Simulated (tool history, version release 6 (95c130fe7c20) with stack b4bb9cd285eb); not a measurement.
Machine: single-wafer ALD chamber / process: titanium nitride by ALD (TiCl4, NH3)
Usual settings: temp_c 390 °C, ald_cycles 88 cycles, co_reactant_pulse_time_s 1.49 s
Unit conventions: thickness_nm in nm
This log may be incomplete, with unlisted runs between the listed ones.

run	day	temp_c	ald_cycles	co_reactant_pulse_time_s	wafers since the last listed run	hours since the last thermocouple change	hours since the showerhead was replaced	hours since the gauge calibration	read-back reference wafer on the same gauge, thickness_nm	thickness_nm
1	0.000	390	88	1.49	0	820.4	4887.0	1302.3	1.796	1.830
2	1.217	390	88	1.49	113	849.6	4916.2	1331.5	1.799	1.831
3	3.421	390	88	1.49	206	902.5	4969.1	1384.4	1.803	1.836
4	5.212	390	88	1.49	167	945.5	5012.1	1427.4	1.802	1.857
5	6.662	390	88	1.49	135	980.3	5046.9	1462.2	1.802	1.845
6	9.529	390	88	1.49	268	1049.1	5115.7	1531.0	1.801	1.856
7	12.458	390	88	1.49	274	1119.4	5186.0	1601.3	1.800	1.832
8	14.546	390	88	1.49	195	1169.5	5236.1	1651.4	1.802	1.833
9	15.921	394	88	1.49	128	1202.5	5269.1	1684.4	1.800	1.851
10	17.825	390	88	1.49	178	1248.2	5314.8	1730.1	1.803	1.815
11	20.071	390	88	1.49	210	1302.1	5368.7	1784.0	1.800	1.839
12	22.246	390	88	1.49	203	1354.3	5420.9	1836.2	1.798	1.847
13	24.529	390	88	1.49	213	1409.1	5475.7	1891.0	1.802	1.842
14	26.829	390	88	1.49	215	1464.3	5530.9	1946.2	1.798	1.840
15	28.696	390	100	1.49	174	1509.1	5575.7	1991.0	1.800	2.072
# day 31.908: showerhead replaced
16	31.929	390	88	1.49	271	1586.7	0.5	2068.6	1.800	1.858
17	33.746	390	88	1.49	170	1630.3	44.1	2112.2	1.801	1.839
# day 34.988: thermocouple changed; heater temperature recalibrated
18	35.292	383	88	1.49	113	7.3	81.2	2149.3	1.797	1.826
19	38.146	375	78	1.13	267	75.8	149.7	2217.8	1.800	1.555
20	40.683	398	77	1.04	237	136.7	210.6	2278.7	1.799	1.585
21	42.433	390	88	1.49	163	178.7	252.6	2320.7	1.799	1.837
22	45.050	378	102	1.49	244	241.5	315.4	2383.5	1.797	2.095
23	46.892	390	97	1.66	172	285.7	359.6	2427.7	1.804	2.031
24	48.029	395	82	1.49	106	313.0	386.9	2455.0	1.801	1.713
25	50.738	390	88	1.49	253	378.0	451.9	2520.0	1.798	1.844
26	52.450	390	82	1.66	160	419.1	493.0	2561.1	1.798	1.729
27	54.300	398	77	1.04	173	463.5	537.4	2605.5	1.797	1.585
28	57.250	382	105	2.03	276	534.3	608.2	2676.3	1.797	2.206
29	58.483	390	88	1.49	115	563.9	637.8	2705.9	1.801	1.827
# day 60.708: gauge calibrated
30	61.338	378	75	1.49	267	632.4	706.3	15.1	1.804	1.524
31	63.038	390	88	1.49	159	673.2	747.1	55.9	1.799	1.842
32	65.129	390	88	1.49	195	723.4	797.3	106.1	1.798	1.830
33	66.304	390	88	1.49	109	751.6	825.5	134.3	1.802	1.837
34	67.692	404	88	1.49	129	784.9	858.8	167.6	1.802	1.859
35	69.988	390	88	1.49	214	840.0	913.9	222.7	1.801	1.837
36	71.675	384	93	1.19	157	880.5	954.4	263.2	1.802	1.888
37	74.675	390	88	1.49	280	952.5	1026.4	335.2	1.800	1.856
38	77.012	385	73	1.49	218	1008.6	1082.5	391.3	1.801	1.513
39	79.450	390	94	1.49	228	1067.1	1141.0	449.8	1.797	1.960
40	81.938	401	80	1.10	232	1126.8	1200.7	509.5	1.800	1.684

What if the next run were any one of these 4? Each begins from the tool's condition after run 40:
A	81.962	390	88	1.49	2	1127.4	1201.3	510.1	?	?
B	81.962	390	88	1.84	2	1127.4	1201.3	510.1	?	?
C	81.962	397	94	1.81	2	1127.4	1201.3	510.1	?	?
D	81.962	404	102	1.49	2	1127.4	1201.3	510.1	?	?

run	read-back reference wafer on the same gauge, thickness_nm	thickness_nm
A	1.800	1.819
B	1.800	1.839
C	1.800	1.978
D	1.800	2.140
With no hidden state in the tool, these same runs would have given:
run	thickness_nm
A	1.819
B	1.839
C	1.978
D	2.140

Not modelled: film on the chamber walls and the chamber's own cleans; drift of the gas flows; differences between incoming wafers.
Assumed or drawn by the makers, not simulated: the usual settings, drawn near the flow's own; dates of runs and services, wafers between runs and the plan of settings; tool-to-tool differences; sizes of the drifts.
